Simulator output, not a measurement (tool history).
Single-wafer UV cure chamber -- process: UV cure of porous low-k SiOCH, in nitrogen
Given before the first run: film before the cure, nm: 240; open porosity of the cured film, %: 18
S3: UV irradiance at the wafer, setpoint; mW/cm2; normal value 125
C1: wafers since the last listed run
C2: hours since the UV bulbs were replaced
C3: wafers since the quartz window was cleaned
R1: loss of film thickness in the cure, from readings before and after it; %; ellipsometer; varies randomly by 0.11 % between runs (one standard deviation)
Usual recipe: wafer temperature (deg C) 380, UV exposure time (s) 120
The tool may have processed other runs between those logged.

run 1 hour=0 | wafer_temperature_(deg_C)=380 UV_exposure_time_(s)=120 S3=125 | C1=0 C2=1880.2 C3=1227 | R1=9.608
run 2 hour=12.1 | wafer_temperature_(deg_C)=380 UV_exposure_time_(s)=120 S3=125 | C1=40 C2=1892.3 C3=1267 | R1=9.534
run 3 hour=107.1 | wafer_temperature_(deg_C)=380 UV_exposure_time_(s)=120 S3=125 | C1=318 C2=1987.3 C3=1586 | R1=9.592
run 4 hour=130.8 | wafer_temperature_(deg_C)=366 UV_exposure_time_(s)=120 S3=125 | C1=79 C2=2011 C3=1665 | R1=9.203
run 5 hour=148.3 | wafer_temperature_(deg_C)=366 UV_exposure_time_(s)=120 S3=125 | C1=58 C2=2028.5 C3=1724 | R1=9.192
run 6 hour=174.5 | wafer_temperature_(deg_C)=366 UV_exposure_time_(s)=120 S3=125 | C1=87 C2=2054.7 C3=1812 | R1=8.938
run 7 hour=208.3 | wafer_temperature_(deg_C)=380 UV_exposure_time_(s)=120 S3=146 | C1=113 C2=2088.5 C3=1925 | R1=9.77
run 8 hour=222.5 | wafer_temperature_(deg_C)=380 UV_exposure_time_(s)=120 S3=146 | C1=47 C2=2102.7 C3=1972 | R1=9.756
run 9 hour=253.5 | wafer_temperature_(deg_C)=380 UV_exposure_time_(s)=120 S3=110 | C1=103 C2=2133.7 C3=2076 | R1=8.415
-- hour=269 UV bulbs replaced
run 10 hour=269.5 | wafer_temperature_(deg_C)=380 UV_exposure_time_(s)=120 S3=125 | C1=26 C2=0.5 C3=2103 | R1=8.809
run 11 hour=297.7 | wafer_temperature_(deg_C)=371 UV_exposure_time_(s)=70 S3=108 | C1=94 C2=28.7 C3=2198 | R1=6.202
run 12 hour=310.6 | wafer_temperature_(deg_C)=369 UV_exposure_time_(s)=90 S3=125 | C1=43 C2=41.6 C3=2241 | R1=7.577
-- hour=331.5 quartz window cleaned
run 13 hour=337.3 | wafer_temperature_(deg_C)=361 UV_exposure_time_(s)=90 S3=140 | C1=62 C2=68.3 C3=19 | R1=8.696
run 14 hour=352.6 | wafer_temperature_(deg_C)=388 UV_exposure_time_(s)=65 S3=96 | C1=51 C2=83.6 C3=70 | R1=6.28
run 15 hour=452 | wafer_temperature_(deg_C)=380 UV_exposure_time_(s)=185 S3=85 | C1=333 C2=183 C3=403 | R1=9.982
run 16 hour=478.9 | wafer_temperature_(deg_C)=399 UV_exposure_time_(s)=80 S3=105 | C1=90 C2=209.9 C3=493 | R1=7.759
run 17 hour=493.7 | wafer_temperature_(deg_C)=380 UV_exposure_time_(s)=120 S3=125 | C1=49 C2=224.7 C3=543 | R1=9.763
run 18 hour=520.9 | wafer_temperature_(deg_C)=371 UV_exposure_time_(s)=70 S3=108 | C1=91 C2=251.9 C3=634 | R1=6.763

Results for each run, recomputed without the tool's hidden state and with each run's random variation untouched:
Hidden state at play: lamp output below its setpoint, %; transmission lost against a clean window, %.
run=1 R1=9.94
run=2 R1=9.879
run=3 R1=10.089
run=4 R1=9.732
run=5 R1=9.755
run=6 R1=9.537
run=7 R1=10.453
run=8 R1=10.471
run=9 R1=9.168
run=10 R1=9.601
run=11 R1=7.014
run=12 R1=8.459
run=13 R1=8.761
run=14 R1=6.339
run=15 R1=10.073
run=16 R1=7.856
run=17 R1=9.873
run=18 R1=6.876
